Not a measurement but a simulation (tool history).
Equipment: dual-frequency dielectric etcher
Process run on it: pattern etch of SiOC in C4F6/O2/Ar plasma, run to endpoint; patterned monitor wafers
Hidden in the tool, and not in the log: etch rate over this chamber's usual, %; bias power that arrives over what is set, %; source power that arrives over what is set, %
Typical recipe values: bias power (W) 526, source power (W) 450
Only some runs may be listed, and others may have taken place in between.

run	hour	bias power (W)	source power (W)	wafers since the last listed run	hours since the last wet clean	hours since the last bias power generator calibration	hours since the last source power generator calibration	hours since the last upper electrode change	incoming incoming film thickness, nm	endpoint time (s)
1	0.0	526	450	0	327.9	1842.7	3211.7	1721.5	29.00	9.1
2	53.3	526	450	790	381.2	1896.0	3265.0	1774.8	28.98	9.0
3	91.4	526	450	565	419.3	1934.1	3303.1	1812.9	29.18	9.1
4	119.6	526	450	418	447.5	1962.3	3331.3	1841.1	28.99	9.0
5	176.8	526	450	848	504.7	2019.5	3388.5	1898.3	29.30	9.1
6	227.8	526	450	756	555.7	2070.5	3439.5	1949.3	29.17	9.0
# hour 252.5: wet clean of the chamber
7	283.1	561	450	464	30.6	2125.8	3494.8	2004.6	29.17	9.1
8	337.0	526	450	799	84.5	2179.7	3548.7	2058.5	29.45	9.3
9	378.7	470	480	618	126.2	2221.4	3590.4	2100.2	29.18	9.4
10	431.2	526	450	779	178.7	2273.9	3642.9	2152.7	29.44	9.4
# hour 497.8: source power generator calibrated
11	499.1	432	380	948	246.6	2341.8	1.3	2220.6	29.00	10.6
# hour 506.4: bias power generator calibrated
12	531.5	640	370	421	279.0	25.1	33.7	2253.0	29.38	9.0
# hour 570.7: upper electrode replaced
13	592.4	466	350	547	339.9	86.0	94.6	21.7	29.42	10.7
14	644.6	481	390	774	392.1	138.2	146.8	73.9	29.29	10.0
15	688.8	456	390	655	436.3	182.4	191.0	118.1	29.11	10.2
16	717.8	653	390	430	465.3	211.4	220.0	147.1	29.08	8.5

What differs in the tool's unlogged condition from the final listed run ahead of each entry between runs to the first listed run following it?
Logged between run 6 and run 7: wet clean of the chamber (hour 252.5)
  etch rate over this chamber's usual, %: 4.97 -> 0.881
  measured less the result without the state, endpoint time (s): -0.5 -> -0.1
Logged between run 10 and run 11: source power generator calibrated (hour 497.8)
  etch rate over this chamber's usual, %: 2.28 -> 2.92
  measured less the result without the state, endpoint time (s): -0.2 -> -0.3
Logged between run 11 and run 12: bias power generator calibrated (hour 506.4)
  etch rate over this chamber's usual, %: 2.92 -> 3.22
  measured less the result without the state, endpoint time (s): -0.3 -> -0.3
Logged between run 12 and run 13: upper electrode replaced (hour 570.7)
  etch rate over this chamber's usual, %: 3.22 -> 3.8
  measured less the result without the state, endpoint time (s): -0.3 -> -0.4
